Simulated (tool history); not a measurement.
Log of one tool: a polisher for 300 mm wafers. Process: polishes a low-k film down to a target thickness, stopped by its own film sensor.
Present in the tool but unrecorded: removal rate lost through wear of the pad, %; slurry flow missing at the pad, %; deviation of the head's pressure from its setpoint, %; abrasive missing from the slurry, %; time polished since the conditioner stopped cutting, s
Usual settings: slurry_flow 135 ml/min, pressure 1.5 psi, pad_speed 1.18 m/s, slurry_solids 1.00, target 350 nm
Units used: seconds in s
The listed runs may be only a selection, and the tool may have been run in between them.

run   hour  slurry_flow  pressure  pad_speed  slurry_solids  target  wafers since the last listed run  wafers polished on this pad  hours since the slurry nozzle was cleaned  hours since the head pressure was calibrated  hours since the slurry blender was calibrated  hours since the conditioning disc was replaced  incoming thickness of the incoming film, nm  seconds
  1    0.0          135       1.5       1.34           1.00     350                                 0                          448                                      340.4                                        1304.3                                          127.6                                           261.9                                        400.1    234.7
  2   29.3          135       1.5       1.34           1.00     350                               114                          563                                      369.7                                        1333.6                                          156.9                                           291.2                                        399.1    235.6
  3   44.0          135       1.5       1.18           1.00     350                                57                          620                                      384.4                                        1348.3                                          171.6                                           305.9                                        397.4    238.9
      67.9  -- conditioning disc replaced and pad reconditioned
  4  139.5          135       1.5       1.18           1.00     350                               364                          985                                      479.9                                        1443.8                                          267.1                                            71.6                                        391.7    175.0
     166.0  -- head pressure recalibrated
  5  173.6          135       1.5       1.18           1.00     350                               125                         1110                                      514.0                                           7.6                                          301.2                                           105.7                                        401.8    228.5
     200.5  -- slurry blender recalibrated
  6  212.9          135       1.5       1.18           1.00     350                               145                         1256                                      553.3                                          46.9                                           12.4                                           145.0                                        402.2    239.4
     218.7  -- slurry nozzle cleaned
  7  237.6          135       1.5       1.18           1.00     350                                92                         1348                                       18.9                                          71.6                                           37.1                                           169.7                                        400.3    214.1
  8  252.4          135       1.5       1.18           1.00     362                                57                         1406                                       33.7                                          86.4                                           51.9                                           184.5                                        405.7    190.9
     262.3  -- worn pad replaced by a new one
  9  270.3          135       1.5       1.18           1.00     362                                54                           31                                       51.6                                         104.3                                           69.8                                           202.4                                        395.1    146.5
 10  299.6          120       1.5       1.54           0.85     350                               114                          145                                       80.9                                         133.6                                           99.1                                           231.7                                        398.3    224.6
 11  324.5          135       1.5       1.18           1.00     362                                97                          242                                      105.8                                         158.5                                          124.0                                           256.6                                        400.1    178.2
 12  338.6          115       1.6       1.06           1.00     340                                55                          297                                      119.9                                         172.6                                          138.1                                           270.7                                        402.0    307.0
 13  352.6          135       1.5       1.00           1.00     350                                54                          352                                      133.9                                         186.6                                          152.1                                           284.7                                        399.4    260.2
     365.9  -- conditioning disc replaced and pad reconditioned
 14  377.0           95       1.5       1.18           1.00     350                                87                          439                                      158.3                                         211.0                                          176.5                                            11.1                                        402.7    233.0
 15  406.2          135       1.5       1.18           1.00     350                               113                          553                                      187.5                                         240.2                                          205.7                                            40.3                                        401.6    213.9
 16  439.3          135       1.8       1.18           1.20     350                               129                          682                                      220.6                                         273.3                                          238.8                                            73.4                                        400.5    169.6
 17  458.9          135       1.5       1.34           1.00     350                                76                          759                                      240.2                                         292.9                                          258.4                                            93.0                                        392.7    167.7
 18  492.1          135       1.1       1.18           1.25     350                               129                          888                                      273.4                                         326.1                                          291.6                                           126.2                                        406.3    298.3

3 ways to go on from here, each from the tool as it stands after run 18. What would each give?
  A  492.6          135       1.5       1.18           1.00     350                                 1                          890                                      273.9                                         326.6                                          292.1                                           126.7                                        399.2        ?
  B  492.6          120       2.0       1.18           1.00     350                                 1                          890                                      273.9                                         326.6                                          292.1                                           126.7                                        399.2        ?
  C  492.6          115       1.6       1.18           1.00     350                                 1                          890                                      273.9                                         326.6                                          292.1                                           126.7                                        399.2        ?

run  seconds
  A    225.6
  B    181.9
  C    224.3
Take away the tool's hidden state, keep each run's random variation, and the runs would have read:
run  seconds
  A    179.9
  B    139.0
  C    174.9
